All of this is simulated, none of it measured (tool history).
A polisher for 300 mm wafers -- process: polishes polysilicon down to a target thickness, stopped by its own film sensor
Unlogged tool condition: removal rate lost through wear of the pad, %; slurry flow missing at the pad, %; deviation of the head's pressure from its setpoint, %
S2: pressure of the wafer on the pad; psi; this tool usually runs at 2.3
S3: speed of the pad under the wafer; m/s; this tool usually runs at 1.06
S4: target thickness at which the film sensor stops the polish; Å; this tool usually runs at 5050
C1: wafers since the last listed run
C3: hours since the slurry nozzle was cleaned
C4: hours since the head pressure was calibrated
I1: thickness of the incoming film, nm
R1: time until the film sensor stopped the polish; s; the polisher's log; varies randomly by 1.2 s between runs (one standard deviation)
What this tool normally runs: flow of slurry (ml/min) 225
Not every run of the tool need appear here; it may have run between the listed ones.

Run 1, hour 0.0: usual settings but S2 1.9 psi, S4 5450 Å; C1 0; wafers polished on this pad 1351; C3 230.3; C4 996.3; I1 979.8. Result: R1 81.7 s.
At hour 12.5: worn pad replaced by a new one.
Run 2, hour 13.0: usual settings; C1 55; wafers polished on this pad 3; C3 243.3; C4 1009.3; I1 996.0. Result: R1 70.2 s.
Run 3, hour 19.7: usual settings; C1 41; wafers polished on this pad 44; C3 250.0; C4 1016.0; I1 990.2. Result: R1 66.2 s.
Run 4, hour 33.9: usual settings; C1 86; wafers polished on this pad 131; C3 264.2; C4 1030.2; I1 983.2. Result: R1 66.8 s.
Run 5, hour 41.9: usual settings; C1 48; wafers polished on this pad 180; C3 272.2; C4 1038.2; I1 964.1. Result: R1 66.6 s.
Run 6, hour 59.0: usual settings; C1 104; wafers polished on this pad 285; C3 289.3; C4 1055.3; I1 982.2. Result: R1 65.5 s.
Run 7, hour 74.4: usual settings; C1 94; wafers polished on this pad 379; C3 304.7; C4 1070.7; I1 978.1. Result: R1 67.7 s.
Run 8, hour 84.2: usual settings; C1 60; wafers polished on this pad 439; C3 314.5; C4 1080.5; I1 968.9. Result: R1 65.4 s.
Run 9, hour 97.3: usual settings; C1 80; wafers polished on this pad 519; C3 327.6; C4 1093.6; I1 981.5. Result: R1 66.7 s.
Run 10, hour 113.8: usual settings but flow of slurry (ml/min) 260, S3 1.22 m/s; C1 101; wafers polished on this pad 620; C3 344.1; C4 1110.1; I1 967.2. Result: R1 56.4 s.
Run 11, hour 121.1: usual settings but flow of slurry (ml/min) 260, S3 1.22 m/s; C1 44; wafers polished on this pad 665; C3 351.4; C4 1117.4; I1 966.4. Result: R1 58.3 s.
Run 12, hour 129.2: usual settings but flow of slurry (ml/min) 260, S3 1.22 m/s; C1 49; wafers polished on this pad 715; C3 359.5; C4 1125.5; I1 965.6. Result: R1 59.6 s.
Run 13, hour 142.5: usual settings; C1 81; wafers polished on this pad 796; C3 372.8; C4 1138.8; I1 998.5. Result: R1 71.4 s.
Run 14, hour 151.9: usual settings; C1 57; wafers polished on this pad 854; C3 382.2; C4 1148.2; I1 979.2. Result: R1 66.7 s.
Run 15, hour 167.7: usual settings; C1 96; wafers polished on this pad 950; C3 398.0; C4 1164.0; I1 970.1. Result: R1 68.4 s.
Run 16, hour 178.0: usual settings but S2 2.9 psi, S3 1.28 m/s; C1 63; wafers polished on this pad 1013; C3 408.3; C4 1174.3; I1 997.3. Result: R1 49.1 s.
Run 17, hour 187.2: usual settings; C1 56; wafers polished on this pad 1070; C3 417.5; C4 1183.5; I1 988.4. Result: R1 72.3 s.
Run 18, hour 194.4: usual settings but S2 2.7 psi, S3 0.74 m/s, S4 3870 Å; C1 44; wafers polished on this pad 1114; C3 424.7; C4 1190.7; I1 974.5. Result: R1 97.4 s.
Run 19, hour 208.3: usual settings; C1 85; wafers polished on this pad 1199; C3 438.6; C4 1204.6; I1 974.9. Result: R1 70.8 s.
At hour 212.2: head pressure recalibrated.
Run 20, hour 217.6: usual settings but S2 3.1 psi; C1 44; wafers polished on this pad 1244; C3 447.9; C4 5.4; I1 961.0. Result: R1 50.2 s.
Run 21, hour 228.0: usual settings but flow of slurry (ml/min) 260, S3 1.26 m/s; C1 63; wafers polished on this pad 1307; C3 458.3; C4 15.8; I1 989.8. Result: R1 63.2 s.
Run 22, hour 236.3: usual settings but flow of slurry (ml/min) 285, S2 1.8 psi, S3 0.72 m/s, S4 4130 Å; C1 50; wafers polished on this pad 1358; C3 466.6; C4 24.1; I1 970.2. Result: R1 138.8 s.
At hour 249.3: worn pad replaced by a new one.
At hour 249.3: slurry nozzle cleaned.
Run 23, hour 249.8: usual settings but S2 2.7 psi, S3 1.44 m/s, S4 5610 Å; C1 57; wafers polished on this pad 2; C3 0.5; C4 37.6; I1 980.3. Result: R1 38.5 s.
Run 24, hour 258.1: usual settings but S4 4040 Å; C1 50; wafers polished on this pad 53; C3 8.8; C4 45.9; I1 983.5. Result: R1 78.0 s.
Run 25, hour 289.0: usual settings but flow of slurry (ml/min) 260, S3 1.22 m/s; C1 189; wafers polished on this pad 242; C3 39.7; C4 76.8; I1 966.3. Result: R1 57.2 s.
Run 26, hour 303.3: usual settings; C1 87; wafers polished on this pad 330; C3 54.0; C4 91.1; I1 977.6. Result: R1 65.7 s.
Run 27, hour 312.8: usual settings; C1 58; wafers polished on this pad 388; C3 63.5; C4 100.6; I1 992.5. Result: R1 67.8 s.
Run 28, hour 324.4: usual settings but flow of slurry (ml/min) 175, S2 1.7 psi; C1 71; wafers polished on this pad 459; C3 75.1; C4 112.2; I1 995.3. Result: R1 96.2 s.
Run 29, hour 336.4: usual settings but flow of slurry (ml/min) 170, S4 6110 Å; C1 73; wafers polished on this pad 533; C3 87.1; C4 124.2; I1 973.7. Result: R1 53.6 s.
Run 30, hour 349.9: usual settings but S3 0.78 m/s; C1 82; wafers polished on this pad 615; C3 100.6; C4 137.7; I1 975.7. Result: R1 84.8 s.
Run 31, hour 367.3: usual settings but S4 3960 Å; C1 106; wafers polished on this pad 722; C3 118.0; C4 155.1; I1 985.2. Result: R1 85.3 s.

Hidden condition of the tool, last listed run before each entry between runs versus first listed run after:
From run 1 to run 2: worn pad replaced by a new one (hour 12.5)
  removal rate lost through wear of the pad, %: 9.8 -> 1.07
  measured value less the no-hidden-state value, R1: +8.0 -> +0.7 s
From run 19 to run 20: head pressure recalibrated (hour 212.2)
  removal rate lost through wear of the pad, %: 9.26 -> 9.65
  measured value less the no-hidden-state value, R1: +6.6 -> +4.8 s
From run 22 to run 23: worn pad replaced by a new one (hour 249.3); slurry nozzle cleaned (hour 249.3)
  removal rate lost through wear of the pad, %: 10.4 -> 0.736
  measured value less the no-hidden-state value, R1: +14.5 -> +0.2 s

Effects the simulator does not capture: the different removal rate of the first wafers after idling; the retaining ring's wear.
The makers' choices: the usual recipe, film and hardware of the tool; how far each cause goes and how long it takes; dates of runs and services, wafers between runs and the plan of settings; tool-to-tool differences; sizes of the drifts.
